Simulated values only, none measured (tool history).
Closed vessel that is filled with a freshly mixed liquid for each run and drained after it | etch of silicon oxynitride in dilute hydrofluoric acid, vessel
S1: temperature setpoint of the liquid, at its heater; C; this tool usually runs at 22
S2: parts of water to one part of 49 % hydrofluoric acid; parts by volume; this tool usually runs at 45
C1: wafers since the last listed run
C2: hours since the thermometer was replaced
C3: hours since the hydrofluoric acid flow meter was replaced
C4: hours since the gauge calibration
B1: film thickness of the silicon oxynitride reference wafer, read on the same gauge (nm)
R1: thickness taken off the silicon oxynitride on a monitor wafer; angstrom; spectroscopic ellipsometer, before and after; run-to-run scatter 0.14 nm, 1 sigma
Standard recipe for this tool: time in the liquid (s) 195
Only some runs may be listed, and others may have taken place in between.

Run 1, hour 0: usual settings but S1 19 C, S2 55 parts by volume; C1 0; C2 1980.1; C3 1234.7; C4 1689.3; B1 29.98. Result: R1 109.2 angstrom.
Run 2, hour 48.7: usual settings but S1 19 C, S2 55 parts by volume; C1 3407; C2 2028.8; C3 1283.4; C4 1738; B1 30.01. Result: R1 110 angstrom.
Run 3, hour 108.5: usual settings; C1 4184; C2 2088.6; C3 1343.2; C4 1797.8; B1 29.98. Result: R1 157.3 angstrom.
Run 4, hour 176.7: usual settings; C1 4771; C2 2156.8; C3 1411.4; C4 1866; B1 30.02. Result: R1 156.4 angstrom.
Run 5, hour 240.7: usual settings but S2 40 parts by volume; C1 4478; C2 2220.8; C3 1475.4; C4 1930; B1 29.99. Result: R1 177.9 angstrom.
Run 6, hour 328.6: usual settings but S2 40 parts by volume; C1 6150; C2 2308.7; C3 1563.3; C4 2017.9; B1 30. Result: R1 178.5 angstrom.
Run 7, hour 378.8: usual settings but S2 40 parts by volume; C1 3512; C2 2358.9; C3 1613.5; C4 2068.1; B1 29.99. Result: R1 175.2 angstrom.
Run 8, hour 468.7: usual settings; C1 6290; C2 2448.8; C3 1703.4; C4 2158; B1 30.01. Result: R1 152.4 angstrom.
Run 9, hour 556.9: usual settings; C1 6171; C2 2537; C3 1791.6; C4 2246.2; B1 30. Result: R1 157.4 angstrom.
At hour 626.8: thermometer replaced.
Run 10, hour 653.4: usual settings; C1 6682; C2 26.6; C3 1888.1; C4 2342.7; B1 30.01. Result: R1 172.4 angstrom.
Run 11, hour 740.2: usual settings; C1 6073; C2 113.4; C3 1974.9; C4 2429.5; B1 30. Result: R1 175.6 angstrom.
At hour 747.1: gauge calibrated.
Run 12, hour 807.1: usual settings; C1 4680; C2 180.3; C3 2041.8; C4 60; B1 30.01. Result: R1 170.8 angstrom.
Run 13, hour 911.9: usual settings but S1 18.5 C, time in the liquid (s) 275; C1 7332; C2 285.1; C3 2146.6; C4 164.8; B1 30. Result: R1 200.4 angstrom.
Run 14, hour 994.3: usual settings but S1 18.5 C, time in the liquid (s) 275; C1 5765; C2 367.5; C3 2229; C4 247.2; B1 30.01. Result: R1 200.8 angstrom.
At hour 1052.4: hydrofluoric acid flow meter replaced.
Run 15, hour 1075.7: usual settings but S1 18.5 C, time in the liquid (s) 275; C1 5625; C2 448.9; C3 23.3; C4 328.6; B1 29.98. Result: R1 187.6 angstrom.
Run 16, hour 1145.1: usual settings but S2 40 parts by volume, time in the liquid (s) 230; C1 4855; C2 518.3; C3 92.7; C4 398; B1 30.01. Result: R1 214.6 angstrom.
Run 17, hour 1209.9: usual settings but S1 18.5 C, S2 65 parts by volume, time in the liquid (s) 305; C1 4534; C2 583.1; C3 157.5; C4 462.8; B1 30.01. Result: R1 143 angstrom.
Run 18, hour 1283.3: usual settings but S1 25 C; C1 5135; C2 656.5; C3 230.9; C4 536.2; B1 29.97. Result: R1 188.4 angstrom.
Run 19, hour 1329.2: usual settings but S1 25 C, S2 60 parts by volume, time in the liquid (s) 105; C1 3211; C2 702.4; C3 276.8; C4 582.1; B1 30.01. Result: R1 72.5 angstrom.
Run 20, hour 1408.4: usual settings but S1 26 C; C1 5541; C2 781.6; C3 356; C4 661.3; B1 30.01. Result: R1 194.8 angstrom.
Run 21, hour 1448.1: usual settings but S2 35 parts by volume, time in the liquid (s) 255; C1 2777; C2 821.3; C3 395.7; C4 701; B1 30.03. Result: R1 265.8 angstrom.
Run 22, hour 1513.9: usual settings; C1 4604; C2 887.1; C3 461.5; C4 766.8; B1 29.99. Result: R1 159.2 angstrom.
Run 23, hour 1617: usual settings but S2 55 parts by volume, time in the liquid (s) 135; C1 7213; C2 990.2; C3 564.6; C4 869.9; B1 30.01. Result: R1 89.3 angstrom.
Run 24, hour 1717.7: usual settings; C1 7045; C2 1090.9; C3 665.3; C4 970.6; B1 29.98. Result: R1 155.8 angstrom.
Run 25, hour 1765: usual settings but S1 17.5 C, S2 65 parts by volume; C1 3309; C2 1138.2; C3 712.6; C4 1017.9; B1 30. Result: R1 85.2 angstrom.
Run 26, hour 1809.9: usual settings but time in the liquid (s) 165; C1 3141; C2 1183.1; C3 757.5; C4 1062.8; B1 30. Result: R1 134 angstrom.
Run 27, hour 1874.7: usual settings but S1 17.5 C; C1 4534; C2 1247.9; C3 822.3; C4 1127.6; B1 30. Result: R1 123.9 angstrom.
Run 28, hour 1953.3: usual settings but S2 30 parts by volume; C1 5499; C2 1326.5; C3 900.9; C4 1206.2; B1 30.02. Result: R1 233.1 angstrom.
Run 29, hour 1998.4: usual settings but S1 18 C, S2 50 parts by volume, time in the liquid (s) 260; C1 3155; C2 1371.6; C3 946; C4 1251.3; B1 29.97. Result: R1 152.4 angstrom.
Run 30, hour 2049.6: usual settings but S1 20 C, S2 30 parts by volume, time in the liquid (s) 270; C1 3582; C2 1422.8; C3 997.2; C4 1302.5; B1 29.99. Result: R1 300.6 angstrom.
Run 31, hour 2153: usual settings but S1 27 C, S2 35 parts by volume, time in the liquid (s) 310; C1 7234; C2 1526.2; C3 1100.6; C4 1405.9; B1 30. Result: R1 403.4 angstrom.
Run 32, hour 2189.9: usual settings but S2 40 parts by volume; C1 2581; C2 1563.1; C3 1137.5; C4 1442.8; B1 29.98. Result: R1 175.5 angstrom.
Run 33, hour 2227.1: usual settings but S2 50 parts by volume; C1 2602; C2 1600.3; C3 1174.7; C4 1480; B1 29.99. Result: R1 138.6 angstrom.

Selected run-to-run steps in R1, each split into two signed amounts: the part the tool would show with no hidden state at all (from settings, incoming material and random variation), and the remainder, which goes to the hidden state together with any gauge scatter not common to the measured and the hidden-state-free results:
Hidden state at play: liquid colder than its thermometer reads (K); hydrofluoric acid flow above the setpoint (%); gauge reads high (%).
Run 9 -> 10: thermometer replaced. R1 +15 angstrom: hidden state +18, all else -3.
Run 14 -> 15: hydrofluoric acid flow meter replaced. R1 -13.2 angstrom: hidden state -13.9, all else +0.7.
Run 19 -> 20: S1 25 -> 26, S2 60 -> 45, time in the liquid (s) 105 -> 195. R1 +122.3 angstrom: hidden state -4.6, all else +126.9.
Run 29 -> 30: S1 18 -> 20, S2 50 -> 30, time in the liquid (s) 260 -> 270. R1 +148.2 angstrom: hidden state -8.5, all else +156.7.
Run 31 -> 32: S1 27 -> 22, S2 35 -> 40, time in the liquid (s) 310 -> 195. R1 -227.9 angstrom: hidden state +11.2, all else -239.1.

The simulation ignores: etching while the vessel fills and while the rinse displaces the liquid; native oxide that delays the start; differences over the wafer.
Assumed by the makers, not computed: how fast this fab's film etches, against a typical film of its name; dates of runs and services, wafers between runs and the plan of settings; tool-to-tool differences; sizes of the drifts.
